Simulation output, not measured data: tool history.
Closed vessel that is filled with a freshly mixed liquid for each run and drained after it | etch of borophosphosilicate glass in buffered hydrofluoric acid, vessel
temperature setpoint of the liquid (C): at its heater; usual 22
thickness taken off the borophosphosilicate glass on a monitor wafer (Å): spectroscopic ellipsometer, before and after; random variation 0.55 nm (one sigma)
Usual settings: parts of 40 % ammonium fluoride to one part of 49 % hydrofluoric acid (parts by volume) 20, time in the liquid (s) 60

| run | hour | temperature setpoint of the liquid (C) | parts of 40 % ammonium fluoride to one part of 49 % hydrofluoric acid (parts by volume) | time in the liquid (s) | read-back film thickness of the borophosphosilicate glass reference wafer, read on the same gauge (nm) | thickness taken off the borophosphosilicate glass on a monitor wafer (Å) |
|---|---|---|---|---|---|---|
| 1 | 0 | 22 | 16.5 | 80 | 139.99 | 973.7 |
| 2 | 92.7 | 22 | 20 | 60 | 139.95 | 604 |
| 3 | 192.8 | 22 | 20 | 35 | 139.99 | 353.2 |
| 4 | 269.8 | 22 | 20 | 35 | 140.03 | 351.6 |
|  | 316 | gauge calibrated |
|  | 355.1 | thermometer replaced |
| 5 | 373.5 | 22 | 20 | 35 | 140.01 | 355.7 |
| 6 | 450.1 | 22 | 20 | 60 | 139.98 | 601.7 |
|  | 491.5 | hydrofluoric acid flow meter replaced |
| 7 | 500.3 | 22 | 20 | 60 | 139.99 | 615.8 |
| 8 | 570.1 | 20 | 20 | 75 | 140.04 | 666.8 |
| 9 | 666.1 | 22 | 20 | 60 | 140.02 | 597.8 |
| 10 | 737.3 | 20.5 | 20 | 60 | 140.02 | 554.9 |
| 11 | 808.5 | 22 | 20 | 90 | 139.98 | 902.3 |
|  | 826.1 | gauge calibrated |
| 12 | 874.8 | 22 | 20 | 60 | 140.02 | 609 |
| 13 | 918 | 26.5 | 14.5 | 75 | 140.05 | 1320.1 |
| 14 | 990.3 | 24.5 | 26.5 | 85 | 140.03 | 816.6 |

5 ways to go on from here, each from the tool as it stands after run 14. What would each give?
| A | 991 | 22 | 22.5 | 60 | ? | ? |
| B | 991 | 20.5 | 12.5 | 30 | ? | ? |
| C | 991 | 22 | 17.5 | 60 | ? | ? |
| D | 991 | 17.5 | 15.5 | 60 | ? | ? |
| E | 991 | 18.5 | 20 | 60 | ? | ? |

| run | read-back film thickness of the borophosphosilicate glass reference wafer, read on the same gauge (nm) | thickness taken off the borophosphosilicate glass on a monitor wafer (Å) |
|---|---|---|
| A | 140 | 555.8 |
| B | 140 | 441.8 |
| C | 140 | 688.2 |
| D | 140 | 604.4 |
| E | 140 | 496.6 |
Without the tool's hidden state the same runs would have given:
| run | thickness taken off the borophosphosilicate glass on a monitor wafer (Å) |
|---|---|
| A | 555.8 |
| B | 441.8 |
| C | 688.2 |
| D | 604.4 |
| E | 496.6 |

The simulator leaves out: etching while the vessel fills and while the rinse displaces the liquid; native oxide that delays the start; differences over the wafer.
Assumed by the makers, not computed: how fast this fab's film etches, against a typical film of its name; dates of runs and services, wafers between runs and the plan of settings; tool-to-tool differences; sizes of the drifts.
